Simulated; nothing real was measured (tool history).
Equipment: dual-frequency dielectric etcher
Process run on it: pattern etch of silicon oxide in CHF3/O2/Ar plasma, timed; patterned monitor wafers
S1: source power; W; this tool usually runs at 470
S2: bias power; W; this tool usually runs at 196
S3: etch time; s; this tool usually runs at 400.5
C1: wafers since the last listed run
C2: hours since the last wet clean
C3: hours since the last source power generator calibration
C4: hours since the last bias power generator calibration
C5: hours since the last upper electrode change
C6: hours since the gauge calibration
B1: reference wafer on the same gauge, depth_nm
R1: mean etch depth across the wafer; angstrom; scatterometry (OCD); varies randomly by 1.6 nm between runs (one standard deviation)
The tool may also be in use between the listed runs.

run 1 hour=0 | S1=470 S2=196 S3=400.5 | C1=0 C2=375.2 C3=3159.5 C4=2319.3 C5=4555 C6=139.9 | B1=742.3 | R1=7070
run 2 hour=14.4 | S1=470 S2=196 S3=400.5 | C1=51 C2=389.6 C3=3173.9 C4=2333.7 C5=4569.4 C6=154.3 | B1=742.1 | R1=7104
run 3 hour=27.4 | S1=470 S2=196 S3=441.5 | C1=46 C2=402.6 C3=3186.9 C4=2346.7 C5=4582.4 C6=167.3 | B1=742.2 | R1=7809
-- hour=52.6 wet clean of the chamber
run 4 hour=57.7 | S1=470 S2=196 S3=400.5 | C1=22 C2=5.1 C3=3217.2 C4=2377 C5=4612.7 C6=197.6 | B1=742.3 | R1=7181
run 5 hour=74.3 | S1=470 S2=196 S3=400.5 | C1=59 C2=21.7 C3=3233.8 C4=2393.6 C5=4629.3 C6=214.2 | B1=741.3 | R1=7127
run 6 hour=90.8 | S1=470 S2=196 S3=400.5 | C1=58 C2=38.2 C3=3250.3 C4=2410.1 C5=4645.8 C6=230.7 | B1=741.7 | R1=7153
run 7 hour=114.7 | S1=470 S2=196 S3=400.5 | C1=84 C2=62.1 C3=3274.2 C4=2434 C5=4669.7 C6=254.6 | B1=742.1 | R1=7166
run 8 hour=131.2 | S1=470 S2=196 S3=400.5 | C1=58 C2=78.6 C3=3290.7 C4=2450.5 C5=4686.2 C6=271.1 | B1=741.7 | R1=7112
run 9 hour=162.2 | S1=470 S2=196 S3=345.5 | C1=110 C2=109.6 C3=3321.7 C4=2481.5 C5=4717.2 C6=302.1 | B1=741.3 | R1=6134
run 10 hour=179.1 | S1=470 S2=196 S3=345.5 | C1=60 C2=126.5 C3=3338.6 C4=2498.4 C5=4734.1 C6=319 | B1=741.6 | R1=6142
run 11 hour=203.1 | S1=470 S2=231 S3=400.5 | C1=85 C2=150.5 C3=3362.6 C4=2522.4 C5=4758.1 C6=343 | B1=741.8 | R1=7406
-- hour=239.9 upper electrode replaced, of another model than before
run 12 hour=240.4 | S1=470 S2=231 S3=400.5 | C1=47 C2=187.8 C3=3399.9 C4=2559.7 C5=0.5 C6=380.3 | B1=742.1 | R1=7513
run 13 hour=248.1 | S1=470 S2=231 S3=400.5 | C1=27 C2=195.5 C3=3407.6 C4=2567.4 C5=8.2 C6=388 | B1=741.9 | R1=7540
run 14 hour=272 | S1=470 S2=184 S3=400.5 | C1=84 C2=219.4 C3=3431.5 C4=2591.3 C5=32.1 C6=411.9 | B1=741.7 | R1=6930
run 15 hour=286.4 | S1=530 S2=168 S3=510.5 | C1=51 C2=233.8 C3=3445.9 C4=2605.7 C5=46.5 C6=426.3 | B1=742 | R1=9397
run 16 hour=325 | S1=430 S2=196 S3=504 | C1=137 C2=272.4 C3=3484.5 C4=2644.3 C5=85.1 C6=464.9 | B1=742.1 | R1=8253
run 17 hour=338.1 | S1=470 S2=231 S3=400.5 | C1=46 C2=285.5 C3=3497.6 C4=2657.4 C5=98.2 C6=478 | B1=742.3 | R1=7500
-- hour=357.6 source power generator calibrated
run 18 hour=358.1 | S1=470 S2=196 S3=400.5 | C1=56 C2=305.5 C3=0.5 C4=2677.4 C5=118.2 C6=498 | B1=742.3 | R1=7095

The next listed run, before its measurement:
-- hour=359.9 gauge calibrated
run 19 hour=374.5 | S1=470 S2=232 S3=480 | C1=58 C2=321.9 C3=16.9 C4=2693.8 C5=134.6 C6=14.6 | B1=? | R1=?

B1: 742.2
R1: 8969 angstrom
On a tool with no hidden condition, and with the same random variation, this run would have come out at R1 9115 angstrom.

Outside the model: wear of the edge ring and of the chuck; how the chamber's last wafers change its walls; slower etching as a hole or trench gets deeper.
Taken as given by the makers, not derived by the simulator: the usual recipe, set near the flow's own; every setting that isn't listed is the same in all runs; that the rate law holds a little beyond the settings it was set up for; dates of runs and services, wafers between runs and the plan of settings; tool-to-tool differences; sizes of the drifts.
